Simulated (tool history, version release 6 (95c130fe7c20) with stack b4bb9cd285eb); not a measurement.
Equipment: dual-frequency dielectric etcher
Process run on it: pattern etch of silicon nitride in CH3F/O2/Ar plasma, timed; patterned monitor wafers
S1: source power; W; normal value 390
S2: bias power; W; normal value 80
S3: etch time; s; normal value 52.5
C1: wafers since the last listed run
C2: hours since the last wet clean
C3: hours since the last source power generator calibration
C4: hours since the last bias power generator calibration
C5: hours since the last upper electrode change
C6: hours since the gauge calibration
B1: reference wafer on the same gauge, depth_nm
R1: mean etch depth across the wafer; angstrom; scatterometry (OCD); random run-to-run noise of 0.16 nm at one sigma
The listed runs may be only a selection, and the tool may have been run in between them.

run 1 hour=0 | S1=360 S2=80 S3=52.5 | C1=0 C2=423.4 C3=4611.5 C4=3336 C5=3055.4 C6=72.9 | B1=39.12 | R1=400.3
run 2 hour=6.7 | S1=390 S2=80 S3=52.5 | C1=56 C2=430.1 C3=4618.2 C4=3342.7 C5=3062.1 C6=79.6 | B1=39.1 | R1=417.3
run 3 hour=16.5 | S1=390 S2=80 S3=52.5 | C1=82 C2=439.9 C3=4628 C4=3352.5 C5=3071.9 C6=89.4 | B1=39.09 | R1=420.7
run 4 hour=39.5 | S1=390 S2=80 S3=52.5 | C1=193 C2=462.9 C3=4651 C4=3375.5 C5=3094.9 C6=112.4 | B1=39.13 | R1=420.4
run 5 hour=47 | S1=390 S2=80 S3=52.5 | C1=63 C2=470.4 C3=4658.5 C4=3383 C5=3102.4 C6=119.9 | B1=39.12 | R1=417.8
run 6 hour=53.6 | S1=390 S2=80 S3=52.5 | C1=55 C2=477 C3=4665.1 C4=3389.6 C5=3109 C6=126.5 | B1=39.12 | R1=415.7
run 7 hour=67.5 | S1=390 S2=85 S3=52.5 | C1=117 C2=490.9 C3=4679 C4=3403.5 C5=3122.9 C6=140.4 | B1=39.1 | R1=426.2
-- hour=114.6 wet clean of the chamber
-- hour=122.6 upper electrode replaced
run 8 hour=123.1 | S1=390 S2=85 S3=52.5 | C1=198 C2=8.5 C3=4734.6 C4=3459.1 C5=0.5 C6=196 | B1=39.1 | R1=434.7
run 9 hour=123.4 | S1=390 S2=80 S3=52.5 | C1=2 C2=8.8 C3=4734.9 C4=3459.4 C5=0.8 C6=196.3 | B1=39.12 | R1=423.8
run 10 hour=124.5 | S1=390 S2=80 S3=52.5 | C1=9 C2=9.9 C3=4736 C4=3460.5 C5=1.9 C6=197.4 | B1=39.07 | R1=424.4
run 11 hour=131 | S1=390 S2=80 S3=52.5 | C1=54 C2=16.4 C3=4742.5 C4=3467 C5=8.4 C6=203.9 | B1=39.09 | R1=424.6
run 12 hour=140.7 | S1=390 S2=80 S3=52.5 | C1=81 C2=26.1 C3=4752.2 C4=3476.7 C5=18.1 C6=213.6 | B1=39.11 | R1=423.7
run 13 hour=156.6 | S1=390 S2=80 S3=52.5 | C1=133 C2=42 C3=4768.1 C4=3492.6 C5=34 C6=229.5 | B1=39.1 | R1=421.7
-- hour=164.9 gauge calibrated
run 14 hour=172.4 | S1=390 S2=66 S3=52.5 | C1=133 C2=57.8 C3=4783.9 C4=3508.4 C5=49.8 C6=7.5 | B1=39.1 | R1=392.9
run 15 hour=190.3 | S1=390 S2=80 S3=52.5 | C1=150 C2=75.7 C3=4801.8 C4=3526.3 C5=67.7 C6=25.4 | B1=39.12 | R1=420.2
run 16 hour=197.2 | S1=360 S2=80 S3=67 | C1=58 C2=82.6 C3=4808.7 C4=3533.2 C5=74.6 C6=32.3 | B1=39.11 | R1=523.3
run 17 hour=207.8 | S1=480 S2=98 S3=52.5 | C1=89 C2=93.2 C3=4819.3 C4=3543.8 C5=85.2 C6=42.9 | B1=39.09 | R1=500.3
run 18 hour=215.6 | S1=390 S2=67 S3=52.5 | C1=65 C2=101 C3=4827.1 C4=3551.6 C5=93 C6=50.7 | B1=39.11 | R1=394
run 19 hour=224.8 | S1=390 S2=80 S3=45 | C1=77 C2=110.2 C3=4836.3 C4=3560.8 C5=102.2 C6=59.9 | B1=39.08 | R1=360.6
-- hour=233.4 bias power generator calibrated
run 20 hour=236.5 | S1=490 S2=91 S3=47 | C1=64 C2=121.9 C3=4848 C4=3.1 C5=113.9 C6=71.6 | B1=39.11 | R1=436.3
-- hour=245.2 source power generator calibrated
run 21 hour=246.5 | S1=490 S2=91 S3=47 | C1=50 C2=131.9 C3=1.3 C4=13.1 C5=123.9 C6=81.6 | B1=39.1 | R1=437.2
run 22 hour=257.9 | S1=420 S2=80 S3=52.5 | C1=96 C2=143.3 C3=12.7 C4=24.5 C5=135.3 C6=93 | B1=39.1 | R1=433.3
run 23 hour=268.9 | S1=390 S2=80 S3=36.5 | C1=92 C2=154.3 C3=23.7 C4=35.5 C5=146.3 C6=104 | B1=39.12 | R1=293.8
run 24 hour=298.7 | S1=390 S2=80 S3=36.5 | C1=251 C2=184.1 C3=53.5 C4=65.3 C5=176.1 C6=133.8 | B1=39.09 | R1=292
run 25 hour=314.1 | S1=390 S2=80 S3=52.5 | C1=129 C2=199.5 C3=68.9 C4=80.7 C5=191.5 C6=149.2 | B1=39.09 | R1=421
run 26 hour=324.8 | S1=340 S2=88 S3=52.5 | C1=90 C2=210.2 C3=79.6 C4=91.4 C5=202.2 C6=159.9 | B1=39.1 | R1=409.2

For run 27, what comes out?
run 27 hour=342.1 | S1=460 S2=98 S3=38.5 | C1=145 C2=227.5 C3=96.9 C4=108.7 C5=219.5 C6=177.2 | B1=? | R1=?

B1: 39.09
R1: 356.9 angstrom
Take away the tool's hidden state, keep the run-to-run variation as it was, and the same run would have given R1 361.9 angstrom.

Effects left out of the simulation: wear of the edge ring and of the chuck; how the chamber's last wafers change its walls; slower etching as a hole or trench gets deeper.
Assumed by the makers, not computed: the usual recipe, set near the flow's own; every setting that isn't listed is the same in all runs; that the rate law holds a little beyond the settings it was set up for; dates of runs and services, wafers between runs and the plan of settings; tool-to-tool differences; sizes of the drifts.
